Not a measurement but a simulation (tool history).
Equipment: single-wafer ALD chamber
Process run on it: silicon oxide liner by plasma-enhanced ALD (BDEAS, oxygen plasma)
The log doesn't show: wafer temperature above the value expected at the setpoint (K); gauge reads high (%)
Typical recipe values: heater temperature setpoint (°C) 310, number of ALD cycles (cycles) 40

run     day  heater temperature setpoint (°C)  number of ALD cycles (cycles)  wafers since the last listed run  hours since the last thermocouple change  hours since the gauge calibration  read-back reference wafer on the same gauge, thickness_nm  mean film thickness on the monitor wafer (Å)
  1       0                               319                             35                                 0                                    2301.1                              156.8                                                      3.399                                         28.47
  2   1.617                               310                             40                               254                                    2339.9                              195.6                                                      3.399                                         33.11
  3   2.242                               310                             40                                98                                    2354.9                              210.6                                                        3.4                                         33.06
  4   2.738                               310                             40                                78                                    2366.8                              222.5                                                      3.401                                         32.95
      3.704  -- thermocouple changed; heater temperature recalibrated
  5   3.725                               314                             43                               103                                       0.5                              246.2                                                        3.4                                         35.38
  6   3.917                               310                             40                                30                                       5.1                              250.8                                                      3.399                                          33.2
      4.308  -- gauge calibrated
  7   4.446                               310                             40                                83                                      17.8                                3.3                                                      3.401                                         33.11
  8   5.067                               310                             40                                97                                      32.7                               18.2                                                      3.399                                         33.14
  9   5.667                               310                             40                                94                                      47.1                               32.6                                                        3.4                                         33.12
 10   5.996                               305                             40                                51                                        55                               40.5                                                        3.4                                         33.33
 11   6.704                               317                             40                               111                                        72                               57.5                                                        3.4                                         32.71
 12   7.379                               303                             43                               106                                      88.2                               73.7                                                      3.399                                         35.87
 13   7.833                               315                             45                                71                                      99.1                               84.6                                                      3.402                                         36.99
 14   8.438                               303                             47                                95                                     113.6                               99.1                                                        3.4                                         39.11
 15   9.117                               324                             43                               107                                     129.9                              115.4                                                      3.402                                         34.83
 16   9.446                               324                             46                                51                                     137.8                              123.3                                                      3.401                                         37.16
 17    9.95                               319                             35                                79                                     149.9                              135.4                                                        3.4                                         28.77
 18  10.629                               319                             34                               107                                     166.2                              151.7                                                        3.4                                         27.61
 19  11.238                               305                             35                                95                                     180.8                              166.3                                                      3.401                                         29.17
 20  11.583                               310                             40                                54                                     189.1                              174.6                                                        3.4                                         33.18
 21  11.838                               297                             40                                40                                     195.2                              180.7                                                        3.4                                         34.01

The tool's hidden state at each run:
wafer temperature above the value expected at the setpoint (K): 0 across all the runs
gauge reads high (%): 0 across all the runs
